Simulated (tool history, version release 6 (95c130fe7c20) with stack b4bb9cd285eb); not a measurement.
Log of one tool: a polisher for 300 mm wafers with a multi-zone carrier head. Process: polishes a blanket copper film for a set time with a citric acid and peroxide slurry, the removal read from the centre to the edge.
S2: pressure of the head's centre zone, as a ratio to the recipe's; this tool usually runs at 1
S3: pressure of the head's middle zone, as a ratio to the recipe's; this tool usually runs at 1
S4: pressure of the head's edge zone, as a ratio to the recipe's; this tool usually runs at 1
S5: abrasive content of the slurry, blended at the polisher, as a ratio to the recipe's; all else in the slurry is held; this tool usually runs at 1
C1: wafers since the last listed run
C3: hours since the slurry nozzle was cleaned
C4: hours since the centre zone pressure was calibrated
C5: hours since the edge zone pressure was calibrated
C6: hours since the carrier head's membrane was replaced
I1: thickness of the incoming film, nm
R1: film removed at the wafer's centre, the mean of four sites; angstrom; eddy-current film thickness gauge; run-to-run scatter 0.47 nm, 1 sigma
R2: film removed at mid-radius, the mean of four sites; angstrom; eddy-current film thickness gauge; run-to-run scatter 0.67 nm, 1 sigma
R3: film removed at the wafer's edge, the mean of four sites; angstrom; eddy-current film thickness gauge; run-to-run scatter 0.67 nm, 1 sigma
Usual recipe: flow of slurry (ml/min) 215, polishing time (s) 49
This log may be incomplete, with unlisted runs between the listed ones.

run 1 hour=0 | flow_of_slurry_(ml/min)=215 S2=1 S3=1 S4=1 S5=1 polishing_time_(s)=49 | C1=0 wafers_polished_on_this_pad=65 C3=269.3 C4=110.7 C5=706.1 C6=1139.8 | I1=1233.7 | R1=748 R2=737 R3=735
-- hour=91.6 slurry nozzle cleaned
run 2 hour=100.4 | flow_of_slurry_(ml/min)=215 S2=1 S3=1 S4=1 S5=1 polishing_time_(s)=49 | C1=724 wafers_polished_on_this_pad=789 C3=8.8 C4=211.1 C5=806.5 C6=1240.2 | I1=1238.1 | R1=687 R2=695 R3=693
run 3 hour=150.4 | flow_of_slurry_(ml/min)=215 S2=1 S3=1 S4=1 S5=1 polishing_time_(s)=49 | C1=364 wafers_polished_on_this_pad=1153 C3=58.8 C4=261.1 C5=856.5 C6=1290.2 | I1=1254.2 | R1=680 R2=693 R3=686
-- hour=196.4 worn pad replaced by a new one
run 4 hour=196.9 | flow_of_slurry_(ml/min)=215 S2=1 S3=1 S4=1 S5=1 polishing_time_(s)=49 | C1=309 wafers_polished_on_this_pad=3 C3=105.3 C4=307.6 C5=903 C6=1336.7 | I1=1239.1 | R1=730 R2=743 R3=749
run 5 hour=237.4 | flow_of_slurry_(ml/min)=215 S2=1 S3=1 S4=1 S5=1 polishing_time_(s)=49 | C1=295 wafers_polished_on_this_pad=298 C3=145.8 C4=348.1 C5=943.5 C6=1377.2 | I1=1252.9 | R1=693 R2=719 R3=712
run 6 hour=268 | flow_of_slurry_(ml/min)=215 S2=1 S3=1 S4=1 S5=1 polishing_time_(s)=49 | C1=222 wafers_polished_on_this_pad=521 C3=176.4 C4=378.7 C5=974.1 C6=1407.8 | I1=1246 | R1=682 R2=709 R3=714
-- hour=306.4 centre zone pressure recalibrated
run 7 hour=406.5 | flow_of_slurry_(ml/min)=215 S2=1 S3=1 S4=1 S5=1 polishing_time_(s)=49 | C1=994 wafers_polished_on_this_pad=1516 C3=314.9 C4=100.1 C5=1112.6 C6=1546.3 | I1=1250.5 | R1=687 R2=679 R3=692
-- hour=434.9 worn pad replaced by a new one
-- hour=443.2 slurry nozzle cleaned
run 8 hour=457.8 | flow_of_slurry_(ml/min)=215 S2=1 S3=1 S4=1 S5=1 polishing_time_(s)=49 | C1=337 wafers_polished_on_this_pad=159 C3=14.6 C4=151.4 C5=1163.9 C6=1597.6 | I1=1259.7 | R1=732 R2=733 R3=745
-- hour=478.3 edge zone pressure recalibrated
run 9 hour=497.5 | flow_of_slurry_(ml/min)=200 S2=1 S3=1 S4=1 S5=1 polishing_time_(s)=49 | C1=274 wafers_polished_on_this_pad=433 C3=54.3 C4=191.1 C5=19.2 C6=1637.3 | I1=1252.2 | R1=698 R2=713 R3=718
-- hour=538.5 carrier head's membrane replaced by a new one
run 10 hour=562 | flow_of_slurry_(ml/min)=215 S2=1 S3=1 S4=0.97 S5=1 polishing_time_(s)=49 | C1=433 wafers_polished_on_this_pad=867 C3=118.8 C4=255.6 C5=83.7 C6=23.5 | I1=1233.7 | R1=677 R2=703 R3=712
run 11 hour=591.6 | flow_of_slurry_(ml/min)=215 S2=1 S3=1 S4=0.97 S5=1 polishing_time_(s)=49 | C1=215 wafers_polished_on_this_pad=1083 C3=148.4 C4=285.2 C5=113.3 C6=53.1 | I1=1250.9 | R1=673 R2=703 R3=687
run 12 hour=653.4 | flow_of_slurry_(ml/min)=170 S2=1 S3=1.04 S4=1 S5=0.75 polishing_time_(s)=65 | C1=450 wafers_polished_on_this_pad=1533 C3=210.2 C4=347 C5=175.1 C6=114.9 | I1=1247.6 | R1=812 R2=885 R3=862
-- hour=683.4 worn pad replaced by a new one
run 13 hour=710.2 | flow_of_slurry_(ml/min)=215 S2=1.08 S3=1 S4=1.05 S5=1 polishing_time_(s)=49 | C1=384 wafers_polished_on_this_pad=195 C3=267 C4=403.8 C5=231.9 C6=171.7 | I1=1270.2 | R1=755 R2=745 R3=755
-- hour=741.9 centre zone pressure recalibrated
run 14 hour=752.3 | flow_of_slurry_(ml/min)=190 S2=1 S3=1 S4=1 S5=1 polishing_time_(s)=49 | C1=292 wafers_polished_on_this_pad=487 C3=309.1 C4=10.4 C5=274 C6=213.8 | I1=1254.4 | R1=700 R2=702 R3=708
-- hour=775.9 slurry nozzle cleaned
run 15 hour=810.9 | flow_of_slurry_(ml/min)=215 S2=1.08 S3=1 S4=1.05 S5=1 polishing_time_(s)=49 | C1=419 wafers_polished_on_this_pad=907 C3=35 C4=69 C5=332.6 C6=272.4 | I1=1256.8 | R1=747 R2=706 R3=729
run 16 hour=837.2 | flow_of_slurry_(ml/min)=215 S2=1 S3=1.07 S4=1.05 S5=1 polishing_time_(s)=49 | C1=191 wafers_polished_on_this_pad=1098 C3=61.3 C4=95.3 C5=358.9 C6=298.7 | I1=1248.1 | R1=693 R2=734 R3=721
run 17 hour=870.6 | flow_of_slurry_(ml/min)=180 S2=1 S3=1 S4=1 S5=1 polishing_time_(s)=49 | C1=243 wafers_polished_on_this_pad=1342 C3=94.7 C4=128.7 C5=392.3 C6=332.1 | I1=1266.3 | R1=672 R2=680 R3=698
-- hour=919.1 worn pad replaced by a new one
run 18 hour=940.6 | flow_of_slurry_(ml/min)=170 S2=1.06 S3=1 S4=1 S5=1 polishing_time_(s)=49 | C1=480 wafers_polished_on_this_pad=156 C3=164.7 C4=198.7 C5=462.3 C6=402.1 | I1=1240.1 | R1=734 R2=708 R3=725
run 19 hour=984 | flow_of_slurry_(ml/min)=215 S2=1 S3=1 S4=1 S5=1 polishing_time_(s)=49 | C1=316 wafers_polished_on_this_pad=473 C3=208.1 C4=242.1 C5=505.7 C6=445.5 | I1=1252.6 | R1=699 R2=712 R3=729
run 20 hour=1041.9 | flow_of_slurry_(ml/min)=215 S2=1 S3=1 S4=1 S5=1 polishing_time_(s)=65 | C1=421 wafers_polished_on_this_pad=895 C3=266 C4=300 C5=563.6 C6=503.4 | I1=1250.5 | R1=900 R2=919 R3=936
run 21 hour=1073.7 | flow_of_slurry_(ml/min)=215 S2=1 S3=0.9 S4=1 S5=1 polishing_time_(s)=38 | C1=231 wafers_polished_on_this_pad=1126 C3=297.8 C4=331.8 C5=595.4 C6=535.2 | I1=1248.9 | R1=520 R2=494 R3=538
-- hour=1105.9 slurry nozzle cleaned
run 22 hour=1115 | flow_of_slurry_(ml/min)=260 S2=0.92 S3=1 S4=0.92 S5=1 polishing_time_(s)=49 | C1=293 wafers_polished_on_this_pad=1420 C3=9.1 C4=373.1 C5=636.7 C6=576.5 | I1=1256.7 | R1=624 R2=711 R3=682

Here are 3 independent what-if runs from the current tool condition. What would each one return?
run A hour=1115.4 | flow_of_slurry_(ml/min)=215 S2=1 S3=1 S4=1 S5=1 polishing_time_(s)=49 | C1=2 wafers_polished_on_this_pad=1423 C3=9.5 C4=373.5 C5=637.1 C6=576.9 | I1=1257.9 | R1=? R2=? R3=?
run B hour=1115.4 | flow_of_slurry_(ml/min)=215 S2=1 S3=1 S4=1 S5=1 polishing_time_(s)=64 | C1=2 wafers_polished_on_this_pad=1423 C3=9.5 C4=373.5 C5=637.1 C6=576.9 | I1=1257.9 | R1=? R2=? R3=?
run C hour=1115.4 | flow_of_slurry_(ml/min)=160 S2=1 S3=1 S4=1 S5=1 polishing_time_(s)=59 | C1=2 wafers_polished_on_this_pad=1423 C3=9.5 C4=373.5 C5=637.1 C6=576.9 | I1=1257.9 | R1=? R2=? R3=?

run=A R1=658 R2=691 R3=689
run=B R1=860 R2=902 R3=900
run=C R1=753 R2=795 R3=802
With the hidden condition removed and each run's random variation left untouched, the same runs would have given:
run=A R1=750 R2=753 R3=751
run=B R1=979 R2=984 R3=981
run=C R1=858 R2=867 R3=875
